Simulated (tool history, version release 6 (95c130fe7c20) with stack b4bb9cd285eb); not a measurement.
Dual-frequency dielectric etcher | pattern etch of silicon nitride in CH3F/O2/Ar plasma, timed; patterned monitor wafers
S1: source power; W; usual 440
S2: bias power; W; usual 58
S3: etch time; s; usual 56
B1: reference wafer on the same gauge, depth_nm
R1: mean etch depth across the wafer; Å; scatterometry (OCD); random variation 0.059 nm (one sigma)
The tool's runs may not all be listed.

run,hour,S1,S2,S3,B1,R1
1,0,420,58,56,44.32,394.5
2,47.9,520,61,56,44.29,424.8
3,108.3,520,61,56,44.29,425.4
4,158.7,530,49,56,44.32,399.5
5,186,350,58,56,44.29,379.5
6,255.3,390,52,56,44.3,376.4
7,285.7,440,58,63,44.29,453.8
8,330.2,440,58,63,44.31,454.9
9,362.2,440,58,63,44.3,455.5
# hour 410: upper electrode replaced
10,419.1,440,58,63,44.29,454.8
# hour 478: wet clean of the chamber
# hour 489.2: gauge calibrated
11,603.6,340,46,56,44.3,350.1
# hour 637.3: bias power generator calibrated
12,663.5,340,72,56,44.3,398.7
# hour 677.1: source power generator calibrated
13,704.3,390,58,56,44.31,383.1
14,749.9,440,58,40.5,44.29,286.4
15,774.1,470,44,65,44.29,429
16,804.7,440,58,56,44.3,396.4
17,842.6,440,53,56,44.31,385.4
18,893.6,440,58,56,44.29,397.9

Forecast each of these 3 alternatives for the next run:
A,894,440,58,56,?,?
B,894,440,58,67,?,?
C,894,440,50,49,?,?

run,B1,R1
A,44.31,397.7
B,44.31,475.8
C,44.31,331.7
Without the tool's hidden state the same runs would have given:
run,R1
A,392.6
B,469.7
C,327.5
